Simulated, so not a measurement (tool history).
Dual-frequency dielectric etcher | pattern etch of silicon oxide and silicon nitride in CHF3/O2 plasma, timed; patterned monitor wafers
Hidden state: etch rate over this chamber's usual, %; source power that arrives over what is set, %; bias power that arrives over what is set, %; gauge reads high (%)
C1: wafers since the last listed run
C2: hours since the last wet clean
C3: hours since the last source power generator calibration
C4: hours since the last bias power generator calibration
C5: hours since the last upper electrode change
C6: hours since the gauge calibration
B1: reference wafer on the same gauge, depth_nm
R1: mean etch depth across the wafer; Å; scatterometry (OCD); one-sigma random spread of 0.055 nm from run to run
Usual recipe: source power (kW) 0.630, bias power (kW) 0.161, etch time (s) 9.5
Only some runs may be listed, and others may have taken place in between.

run 1 hour=0.0 | source_power_(kW)=0.630 bias_power_(kW)=0.161 etch_time_(s)=8.0 | C1=0 C2=140.8 C3=1534.7 C4=1915.7 C5=2642.7 C6=519.5 | B1=11.90 | R1=122.0
run 2 hour=33.7 | source_power_(kW)=0.760 bias_power_(kW)=0.185 etch_time_(s)=9.5 | C1=642 C2=174.5 C3=1568.4 C4=1949.4 C5=2676.4 C6=553.2 | B1=11.90 | R1=165.4
run 3 hour=47.6 | source_power_(kW)=0.760 bias_power_(kW)=0.185 etch_time_(s)=9.5 | C1=265 C2=188.4 C3=1582.3 C4=1963.3 C5=2690.3 C6=567.1 | B1=11.91 | R1=166.2
run 4 hour=64.9 | source_power_(kW)=0.760 bias_power_(kW)=0.185 etch_time_(s)=9.5 | C1=330 C2=205.7 C3=1599.6 C4=1980.6 C5=2707.6 C6=584.4 | B1=11.92 | R1=166.8
run 5 hour=100.8 | source_power_(kW)=0.630 bias_power_(kW)=0.161 etch_time_(s)=9.5 | C1=684 C2=241.6 C3=1635.5 C4=2016.5 C5=2743.5 C6=620.3 | B1=11.89 | R1=145.5
run 6 hour=126.6 | source_power_(kW)=0.630 bias_power_(kW)=0.161 etch_time_(s)=9.5 | C1=492 C2=267.4 C3=1661.3 C4=2042.3 C5=2769.3 C6=646.1 | B1=11.91 | R1=144.8
run 7 hour=141.9 | source_power_(kW)=0.630 bias_power_(kW)=0.161 etch_time_(s)=9.5 | C1=291 C2=282.7 C3=1676.6 C4=2057.6 C5=2784.6 C6=661.4 | B1=11.92 | R1=145.4
run 8 hour=169.3 | source_power_(kW)=0.510 bias_power_(kW)=0.161 etch_time_(s)=9.5 | C1=522 C2=310.1 C3=1704.0 C4=2085.0 C5=2812.0 C6=688.8 | B1=11.88 | R1=134.0
run 9 hour=204.8 | source_power_(kW)=0.510 bias_power_(kW)=0.161 etch_time_(s)=9.5 | C1=677 C2=345.6 C3=1739.5 C4=2120.5 C5=2847.5 C6=724.3 | B1=11.90 | R1=132.8
run 10 hour=232.7 | source_power_(kW)=0.630 bias_power_(kW)=0.161 etch_time_(s)=9.5 | C1=532 C2=373.5 C3=1767.4 C4=2148.4 C5=2875.4 C6=752.2 | B1=11.92 | R1=145.6
-- hour=256.7 gauge calibrated
run 11 hour=261.0 | source_power_(kW)=0.630 bias_power_(kW)=0.161 etch_time_(s)=9.5 | C1=539 C2=401.8 C3=1795.7 C4=2176.7 C5=2903.7 C6=4.3 | B1=11.89 | R1=146.0
-- hour=286.1 bias power generator calibrated
run 12 hour=287.7 | source_power_(kW)=0.630 bias_power_(kW)=0.161 etch_time_(s)=9.5 | C1=433 C2=428.5 C3=1822.4 C4=1.6 C5=2930.4 C6=31.0 | B1=11.90 | R1=146.3
run 13 hour=322.8 | source_power_(kW)=0.630 bias_power_(kW)=0.161 etch_time_(s)=9.5 | C1=669 C2=463.6 C3=1857.5 C4=36.7 C5=2965.5 C6=66.1 | B1=11.91 | R1=147.4
run 14 hour=344.3 | source_power_(kW)=0.630 bias_power_(kW)=0.161 etch_time_(s)=9.5 | C1=410 C2=485.1 C3=1879.0 C4=58.2 C5=2987.0 C6=87.6 | B1=11.89 | R1=146.8
run 15 hour=361.4 | source_power_(kW)=0.740 bias_power_(kW)=0.180 etch_time_(s)=6.5 | C1=326 C2=502.2 C3=1896.1 C4=75.3 C5=3004.1 C6=104.7 | B1=11.89 | R1=113.4
-- hour=381.3 source power generator calibrated
-- hour=408.9 wet clean of the chamber
-- hour=426.8 upper electrode replaced
run 16 hour=427.3 | source_power_(kW)=0.520 bias_power_(kW)=0.187 etch_time_(s)=8.5 | C1=380 C2=18.4 C3=46.0 C4=141.2 C5=0.5 C6=170.6 | B1=11.91 | R1=126.5
run 17 hour=427.6 | source_power_(kW)=0.630 bias_power_(kW)=0.161 etch_time_(s)=6.5 | C1=5 C2=18.7 C3=46.3 C4=141.5 C5=0.8 C6=170.9 | B1=11.90 | R1=98.6
run 18 hour=439.1 | source_power_(kW)=0.630 bias_power_(kW)=0.161 etch_time_(s)=9.5 | C1=219 C2=30.2 C3=57.8 C4=153.0 C5=12.3 C6=182.4 | B1=11.90 | R1=144.7
run 19 hour=468.4 | source_power_(kW)=0.550 bias_power_(kW)=0.161 etch_time_(s)=9.5 | C1=558 C2=59.5 C3=87.1 C4=182.3 C5=41.6 C6=211.7 | B1=11.91 | R1=137.5
run 20 hour=493.1 | source_power_(kW)=0.630 bias_power_(kW)=0.124 etch_time_(s)=9.5 | C1=471 C2=84.2 C3=111.8 C4=207.0 C5=66.3 C6=236.4 | B1=11.92 | R1=130.3

What will run 21 give?
run 21 hour=510.0 | source_power_(kW)=0.630 bias_power_(kW)=0.149 etch_time_(s)=9.5 | C1=322 C2=101.1 C3=128.7 C4=223.9 C5=83.2 C6=253.3 | B1=? | R1=?

B1: 11.90
R1: 139.8 Å
With the hidden condition absent and the run-to-run variation left alone, this run would have shown R1 138.9 Å.
